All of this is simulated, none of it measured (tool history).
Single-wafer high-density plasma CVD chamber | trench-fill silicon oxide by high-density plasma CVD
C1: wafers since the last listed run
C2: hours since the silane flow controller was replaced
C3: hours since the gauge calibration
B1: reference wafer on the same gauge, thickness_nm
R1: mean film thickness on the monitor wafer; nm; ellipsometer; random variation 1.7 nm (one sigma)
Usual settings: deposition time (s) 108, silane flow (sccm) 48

Run 1, hour 0.0: usual settings but silane flow (sccm) 41; C1 0; C2 2117.4; C3 772.7; B1 406.963. Result: R1 411.201 nm.
Run 2, hour 98.7: usual settings but silane flow (sccm) 41; C1 1696; C2 2216.1; C3 871.4; B1 406.603. Result: R1 410.059 nm.
Run 3, hour 187.7: usual settings but silane flow (sccm) 50; C1 1530; C2 2305.1; C3 960.4; B1 406.398. Result: R1 485.746 nm.
Run 4, hour 246.6: usual settings but deposition time (s) 124; C1 1012; C2 2364.0; C3 1019.3; B1 405.025. Result: R1 541.393 nm.
Run 5, hour 486.2: usual settings but deposition time (s) 124; C1 4119; C2 2603.6; C3 1258.9; B1 404.041. Result: R1 542.028 nm.
Run 6, hour 539.9: usual settings but deposition time (s) 124; C1 923; C2 2657.3; C3 1312.6; B1 403.755. Result: R1 537.764 nm.
Run 7, hour 581.3: usual settings; C1 711; C2 2698.7; C3 1354.0; B1 404.103. Result: R1 472.244 nm.
Run 8, hour 676.1: usual settings; C1 1629; C2 2793.5; C3 1448.8; B1 403.795. Result: R1 471.246 nm.
Run 9, hour 748.7: usual settings; C1 1248; C2 2866.1; C3 1521.4; B1 403.327. Result: R1 468.850 nm.
Run 10, hour 851.7: usual settings but silane flow (sccm) 54; C1 1770; C2 2969.1; C3 1624.4; B1 403.608. Result: R1 522.742 nm.
At hour 900.2: silane flow controller replaced.
Run 11, hour 931.9: usual settings but silane flow (sccm) 54; C1 1241; C2 31.7; C3 1704.6; B1 402.882. Result: R1 521.659 nm.
Run 12, hour 1021.9: usual settings but silane flow (sccm) 54; C1 1547; C2 121.7; C3 1794.6; B1 402.768. Result: R1 521.717 nm.
Run 13, hour 1103.6: usual settings but silane flow (sccm) 42; C1 1404; C2 203.4; C3 1876.3; B1 402.583. Result: R1 415.978 nm.
At hour 1115.2: gauge calibrated.
Run 14, hour 1162.5: usual settings but silane flow (sccm) 42; C1 1012; C2 262.3; C3 47.3; B1 416.002. Result: R1 428.576 nm.
Run 15, hour 1235.6: usual settings but silane flow (sccm) 42; C1 1256; C2 335.4; C3 120.4; B1 414.594. Result: R1 424.348 nm.
Run 16, hour 1313.4: usual settings; C1 1337; C2 413.2; C3 198.2; B1 412.872. Result: R1 481.983 nm.
Run 17, hour 1375.7: usual settings; C1 1071; C2 475.5; C3 260.5; B1 412.087. Result: R1 477.472 nm.
Run 18, hour 1448.1: usual settings but silane flow (sccm) 41; C1 1244; C2 547.9; C3 332.9; B1 411.248. Result: R1 413.510 nm.
Run 19, hour 1544.5: usual settings but deposition time (s) 125, silane flow (sccm) 45; C1 1657; C2 644.3; C3 429.3; B1 409.009. Result: R1 520.584 nm.
Run 20, hour 1617.7: usual settings but deposition time (s) 100, silane flow (sccm) 43; C1 1258; C2 717.5; C3 502.5; B1 408.483. Result: R1 398.142 nm.
Run 21, hour 1669.6: usual settings but deposition time (s) 129, silane flow (sccm) 57; C1 892; C2 769.4; C3 554.4; B1 408.157. Result: R1 658.405 nm.
Run 22, hour 1746.7: usual settings but silane flow (sccm) 41; C1 1325; C2 846.5; C3 631.5; B1 406.781. Result: R1 411.791 nm.
Run 23, hour 1963.3: usual settings but deposition time (s) 93, silane flow (sccm) 44; C1 3724; C2 1063.1; C3 848.1; B1 405.542. Result: R1 373.799 nm.
Run 24, hour 2045.8: usual settings but deposition time (s) 125, silane flow (sccm) 41; C1 1418; C2 1145.6; C3 930.6; B1 404.819. Result: R1 473.685 nm.
Run 25, hour 2116.7: usual settings; C1 1219; C2 1216.5; C3 1001.5; B1 404.578. Result: R1 470.256 nm.
Run 26, hour 2177.9: usual settings but deposition time (s) 94, silane flow (sccm) 43; C1 1052; C2 1277.7; C3 1062.7; B1 403.696. Result: R1 372.043 nm.
Run 27, hour 2220.8: usual settings but deposition time (s) 92; C1 737; C2 1320.6; C3 1105.6; B1 403.924. Result: R1 399.838 nm.
Run 28, hour 2270.9: usual settings but silane flow (sccm) 52; C1 861; C2 1370.7; C3 1155.7; B1 403.803. Result: R1 507.809 nm.
Run 29, hour 2368.7: usual settings but deposition time (s) 90, silane flow (sccm) 57; C1 1681; C2 1468.5; C3 1253.5; B1 403.202. Result: R1 455.429 nm.
Run 30, hour 2440.9: usual settings but deposition time (s) 99, silane flow (sccm) 45; C1 1241; C2 1540.7; C3 1325.7; B1 403.278. Result: R1 404.552 nm.
Run 31, hour 2487.2: usual settings but deposition time (s) 89; C1 796; C2 1587.0; C3 1372.0; B1 402.518. Result: R1 388.508 nm.
Run 32, hour 2538.8: usual settings but deposition time (s) 119, silane flow (sccm) 52; C1 887; C2 1638.6; C3 1423.6; B1 402.690. Result: R1 557.618 nm.

3 ways to go on from here, each from the tool as it stands after run 32. What would each give?
Run A, hour 2539.2: usual settings; C1 6; C2 1639.0; C3 1424.0; B1 ?. Result: R1 ?.
Run B, hour 2539.2: usual settings but deposition time (s) 119; C1 6; C2 1639.0; C3 1424.0; B1 ?. Result: R1 ?.
Run C, hour 2539.2: usual settings but deposition time (s) 89, silane flow (sccm) 51; C1 6; C2 1639.0; C3 1424.0; B1 ?. Result: R1 ?.

run       B1       R1
  A  402.164  471.265
  B  402.164  519.264
  C  402.164  410.282
Without the tool's hidden state the same runs would have given:
run       R1
  A  488.243
  B  537.971
  C  425.062
